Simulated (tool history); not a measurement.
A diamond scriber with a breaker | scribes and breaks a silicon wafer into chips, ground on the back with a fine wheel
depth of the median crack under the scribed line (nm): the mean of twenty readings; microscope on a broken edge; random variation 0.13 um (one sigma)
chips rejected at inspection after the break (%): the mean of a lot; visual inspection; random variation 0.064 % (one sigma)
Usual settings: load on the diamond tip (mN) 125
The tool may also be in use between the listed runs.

run    hour  load on the diamond tip (mN)  incoming depth of the damage left on the back of the incoming wafer, um  depth of the median crack under the scribed line (nm)  chips rejected at inspection after the break (%)
  1       0                           125                                                                     1.82                                                  13150                                               0.7
  2    71.7                           125                                                                     1.73                                                  13170                                               0.7
  3   132.1                           125                                                                     1.61                                                  13150                                              0.65
  4   173.5                           125                                                                     1.53                                                  13200                                              0.69
  5   238.6                           125                                                                     2.62                                                  13260                                              1.07
  6   432.1                           113                                                                     2.95                                                  12570                                              1.47
  7   493.6                           113                                                                     1.54                                                  12680                                              0.72
  8   528.6                           113                                                                     2.03                                                  12520                                              0.89
  9   571.9                           125                                                                     1.66                                                  13380                                              0.73
 10   742.8                           114                                                                      2.7                                                  12740                                              1.37
 11   778.7                           114                                                                     2.42                                                  12710                                              1.07
 12   812.6                           135                                                                      2.7                                                  14390                                              1.71
 13     904                           125                                                                     2.96                                                  13590                                              1.56
 14   934.7                           125                                                                     2.91                                                  13490                                              1.56
 15   984.2                           117                                                                     2.02                                                  13030                                              0.81
 16  1127.8                           117                                                                     1.68                                                  13240                                               0.7
 17    1173                           117                                                                     1.72                                                  13260                                              0.83
 18  1293.7                           125                                                                     1.64                                                  14010                                              1.42
 19  1325.6                           162                                                                      2.1                                                  16190                                              7.05
 20  1390.4                           115                                                                     2.33                                                  13620                                              0.97
 21  1428.6                           136                                                                     1.97                                                  15120                                              2.61
 22  1478.1                           110                                                                     2.79                                                  13290                                              1.12
 23  1541.9                           125                                                                     1.86                                                  14340                                              1.68
 24  1567.3                           125                                                                     1.57                                                  14350                                               1.9
 25  1620.2                           145                                                                        2                                                  14080                                              1.24
 26  1690.8                           125                                                                     2.36                                                  12790                                              0.89
 27  1761.4                           139                                                                     2.77                                                  13600                                              1.38
 28  1812.3                            88                                                                     2.71                                                  10580                                              5.69
 29  1840.8                           150                                                                     2.57                                                  14180                                              2.12
 30    1913                           147                                                                      1.9                                                  13980                                              1.85
 31  1962.7                           154                                                                     2.57                                                  14580                                              2.58
 32  2011.9                           125                                                                     1.95                                                  12880                                              0.72
 33  2082.2                           112                                                                     2.84                                                  12150                                              1.86
 34  2110.1                           125                                                                      2.8                                                  12820                                              1.13
 35    2179                           155                                                                     2.12                                                  14690                                              2.67

Not shown: 6 entries that the log had between the listed runs. Between which runs, and how does the tool's hidden state differ before and after?
Between runs 5 and 6: diamond tip replaced by a new one (hour 261)
  deviation of the load on the tip from its setpoint, %: 2.89 -> 4.15
  measured less the result without the state, depth of the median crack under the scribed line (nm): +220 -> +300; chips rejected at inspection after the break (%): +0 -> -0.29
Between runs 9 and 10: diamond tip replaced by a new one (hour 655.1)
  deviation of the load on the tip from its setpoint, %: 5.28 -> 6.9
  measured less the result without the state, depth of the median crack under the scribed line (nm): +400 -> +490; chips rejected at inspection after the break (%): +0.1 -> -0.44
Between runs 16 and 17: diamond tip replaced by a new one (hour 1151.7)
  deviation of the load on the tip from its setpoint, %: 11.6 -> 12.2
  measured less the result without the state, depth of the median crack under the scribed line (nm): +830 -> +880; chips rejected at inspection after the break (%): -0.12 -> -0.12
Between runs 22 and 23: diamond tip replaced by a new one (hour 1531.4)
  deviation of the load on the tip from its setpoint, %: 17 -> 18.2
  measured less the result without the state, depth of the median crack under the scribed line (nm): +1180 -> +1350; chips rejected at inspection after the break (%): -0.74 -> +1.02
Between runs 24 and 25: load on the tip recalibrated (hour 1595.2)
  deviation of the load on the tip from its setpoint, %: 18.6 -> -1.16
  measured less the result without the state, depth of the median crack under the scribed line (nm): +1380 -> -100; chips rejected at inspection after the break (%): +1.24 -> -0.11
Between runs 31 and 32: diamond tip replaced by a new one (hour 1985.8)
  deviation of the load on the tip from its setpoint, %: -0.526 -> -0.345
  measured less the result without the state, depth of the median crack under the scribed line (nm): -50 -> -20; chips rejected at inspection after the break (%): -0.08 -> +0
